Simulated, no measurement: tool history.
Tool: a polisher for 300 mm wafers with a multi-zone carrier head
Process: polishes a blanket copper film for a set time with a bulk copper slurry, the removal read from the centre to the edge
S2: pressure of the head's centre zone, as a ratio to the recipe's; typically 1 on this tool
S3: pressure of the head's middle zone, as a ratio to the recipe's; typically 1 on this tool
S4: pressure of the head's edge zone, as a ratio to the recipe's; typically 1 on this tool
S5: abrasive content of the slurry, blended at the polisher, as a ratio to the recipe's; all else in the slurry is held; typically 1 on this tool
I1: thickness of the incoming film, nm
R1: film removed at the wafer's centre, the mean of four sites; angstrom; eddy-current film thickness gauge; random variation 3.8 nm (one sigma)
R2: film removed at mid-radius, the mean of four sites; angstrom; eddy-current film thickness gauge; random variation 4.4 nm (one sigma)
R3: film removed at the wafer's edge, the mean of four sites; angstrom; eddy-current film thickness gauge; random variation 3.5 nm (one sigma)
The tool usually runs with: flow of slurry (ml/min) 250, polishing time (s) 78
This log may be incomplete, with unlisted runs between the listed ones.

Run 1, hour 0: usual settings; I1 3224.4. Result: R1 4881 angstrom, R2 4785 angstrom, R3 4833 angstrom.
Run 2, hour 25.9: usual settings; I1 3207.5. Result: R1 4980 angstrom, R2 4787 angstrom, R3 4838 angstrom.
At hour 33.5: slurry nozzle cleaned.
Run 3, hour 77.5: usual settings; I1 3252.9. Result: R1 4992 angstrom, R2 4839 angstrom, R3 4807 angstrom.
Run 4, hour 109.5: usual settings; I1 3223.5. Result: R1 4976 angstrom, R2 4783 angstrom, R3 4810 angstrom.
At hour 133.6: edge zone pressure recalibrated.
Run 5, hour 173.2: usual settings but S4 1.09; I1 3252.8. Result: R1 4975 angstrom, R2 4829 angstrom, R3 5045 angstrom.
Run 6, hour 244.6: usual settings but flow of slurry (ml/min) 335, S2 1.04; I1 3265.8. Result: R1 5491 angstrom, R2 4893 angstrom, R3 5001 angstrom.
Run 7, hour 276.5: usual settings but S2 1.08; I1 3255.7. Result: R1 5440 angstrom, R2 4787 angstrom, R3 4854 angstrom.
At hour 285.2: worn pad replaced by a new one.
Run 8, hour 334.3: usual settings but S4 0.9, S5 0.85; I1 3252.8. Result: R1 4767 angstrom, R2 4567 angstrom, R3 4384 angstrom.
At hour 383.7: centre zone pressure recalibrated.
Run 9, hour 390.9: usual settings; I1 3260.6. Result: R1 5266 angstrom, R2 4734 angstrom, R3 4782 angstrom.
Run 10, hour 427.9: usual settings but S3 0.95, S4 0.92; I1 3254.3. Result: R1 5268 angstrom, R2 4629 angstrom, R3 4636 angstrom.
Run 11, hour 471.5: usual settings but S3 0.88, S5 1.1, polishing time (s) 85; I1 3271.2. Result: R1 5968 angstrom, R2 4775 angstrom, R3 5453 angstrom.
At hour 478.9: slurry nozzle cleaned.
At hour 540: carrier head's membrane replaced by a new one.
At hour 550.3: edge zone pressure recalibrated.
At hour 589.2: worn pad replaced by a new one.
Run 12, hour 624.3: usual settings but flow of slurry (ml/min) 170, polishing time (s) 97; I1 3256.6. Result: R1 6159 angstrom, R2 5656 angstrom, R3 5686 angstrom.
Run 13, hour 691.3: usual settings but S2 1.09, S5 0.75, polishing time (s) 58; I1 3238.3. Result: R1 3906 angstrom, R2 3231 angstrom, R3 3300 angstrom.
At hour 719.4: centre zone pressure recalibrated, repeated, since the last time left the tool worse.
Run 14, hour 751.9: usual settings; I1 3221.9. Result: R1 4818 angstrom, R2 4692 angstrom, R3 4826 angstrom.
Run 15, hour 777.1: usual settings but flow of slurry (ml/min) 210, S4 1.11, S5 0.8, polishing time (s) 86; I1 3226.8. Result: R1 4842 angstrom, R2 4783 angstrom, R3 5104 angstrom.

Run 16 comes next. What will it give?
Run 16, hour 835.8: usual settings but flow of slurry (ml/min) 215; I1 3275. Result: R1 ?, R2 ?, R3 ?.

R1: 4732 angstrom
R2: 4753 angstrom
R3: 4740 angstrom
Take away the tool's hidden state, keep the run-to-run variation as it was, and the same run would have given R1 4700 angstrom, R2 4753 angstrom, R3 4740 angstrom.
